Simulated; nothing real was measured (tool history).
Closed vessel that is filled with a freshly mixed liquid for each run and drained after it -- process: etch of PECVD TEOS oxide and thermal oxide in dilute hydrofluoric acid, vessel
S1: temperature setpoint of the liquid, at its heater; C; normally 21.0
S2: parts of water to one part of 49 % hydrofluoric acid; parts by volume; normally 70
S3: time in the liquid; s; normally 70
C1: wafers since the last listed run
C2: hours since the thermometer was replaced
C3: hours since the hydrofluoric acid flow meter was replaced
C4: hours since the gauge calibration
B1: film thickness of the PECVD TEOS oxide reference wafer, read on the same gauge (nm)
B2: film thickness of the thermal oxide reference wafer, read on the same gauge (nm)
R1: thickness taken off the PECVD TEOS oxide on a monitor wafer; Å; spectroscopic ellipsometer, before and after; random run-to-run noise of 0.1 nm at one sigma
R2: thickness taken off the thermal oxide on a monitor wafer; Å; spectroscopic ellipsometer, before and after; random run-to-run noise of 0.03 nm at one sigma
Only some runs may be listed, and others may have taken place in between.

Run 1, hour 0.0: usual settings; C1 0; C2 2272.8; C3 1165.7; C4 115.6; B1 40.02; B2 39.986. Result: R1 191.3 Å, R2 47.69 Å.
Run 2, hour 28.3: usual settings; C1 3473; C2 2301.1; C3 1194.0; C4 143.9; B1 39.98; B2 39.997. Result: R1 190.6 Å, R2 47.53 Å.
Run 3, hour 50.8: usual settings; C1 2761; C2 2323.6; C3 1216.5; C4 166.4; B1 39.97; B2 40.026. Result: R1 191.0 Å, R2 47.69 Å.
Run 4, hour 66.2: usual settings but S1 22.5 C; C1 1890; C2 2339.0; C3 1231.9; C4 181.8; B1 40.04; B2 40.013. Result: R1 202.4 Å, R2 51.17 Å.
Run 5, hour 96.1: usual settings but S3 85 s; C1 3670; C2 2368.9; C3 1261.8; C4 211.7; B1 40.00; B2 39.995. Result: R1 231.5 Å, R2 57.79 Å.
Run 6, hour 117.7: usual settings but S3 95 s; C1 2651; C2 2390.5; C3 1283.4; C4 233.3; B1 40.00; B2 39.995. Result: R1 258.3 Å, R2 65.25 Å.
Run 7, hour 152.9: usual settings but S3 95 s; C1 4320; C2 2425.7; C3 1318.6; C4 268.5; B1 40.01; B2 40.001. Result: R1 259.7 Å, R2 65.92 Å.
Run 8, hour 169.3: usual settings but S1 24.0 C; C1 2013; C2 2442.1; C3 1335.0; C4 284.9; B1 40.01; B2 39.969. Result: R1 216.0 Å, R2 55.09 Å.
Run 9, hour 196.0: usual settings but S2 55 parts by volume, S3 95 s; C1 3277; C2 2468.8; C3 1361.7; C4 311.6; B1 40.02; B2 39.998. Result: R1 335.0 Å, R2 84.62 Å.
Run 10, hour 231.0: usual settings but S2 55 parts by volume, S3 95 s; C1 4296; C2 2503.8; C3 1396.7; C4 346.6; B1 40.00; B2 40.013. Result: R1 337.4 Å, R2 85.19 Å.
Run 11, hour 260.0: usual settings but S1 17.0 C, S2 80 parts by volume, S3 35 s; C1 3559; C2 2532.8; C3 1425.7; C4 375.6; B1 40.00; B2 40.017. Result: R1 71.2 Å, R2 17.60 Å.
At hour 261.6: thermometer replaced.
At hour 272.8: gauge calibrated.
Run 12, hour 292.8: usual settings; C1 3903; C2 31.2; C3 1458.5; C4 20.0; B1 40.06; B2 40.013. Result: R1 193.2 Å, R2 48.74 Å.
At hour 305.4: hydrofluoric acid flow meter replaced.
Run 13, hour 312.9: usual settings but S2 50 parts by volume; C1 2344; C2 51.3; C3 7.5; C4 40.1; B1 40.02; B2 39.998. Result: R1 254.5 Å, R2 63.52 Å.
Run 14, hour 331.0: usual settings but S1 17.0 C, S2 60 parts by volume, S3 40 s; C1 2221; C2 69.4; C3 25.6; C4 58.2; B1 40.00; B2 40.008. Result: R1 100.4 Å, R2 25.55 Å.

Run 15 has not been measured yet. What should we expect?
Run 15, hour 357.3: usual settings but S1 25.5 C, S2 45 parts by volume, S3 35 s; C1 3228; C2 95.7; C3 51.9; C4 84.5; B1 ?; B2 ?. Result: R1 ?, R2 ?.

B1: 40.01
B2: 40.009
R1: 171.1 Å
R2: 43.12 Å
The same run, on a tool lacking any hidden state, would have yielded R1 168.0 Å, R2 42.34 Å.
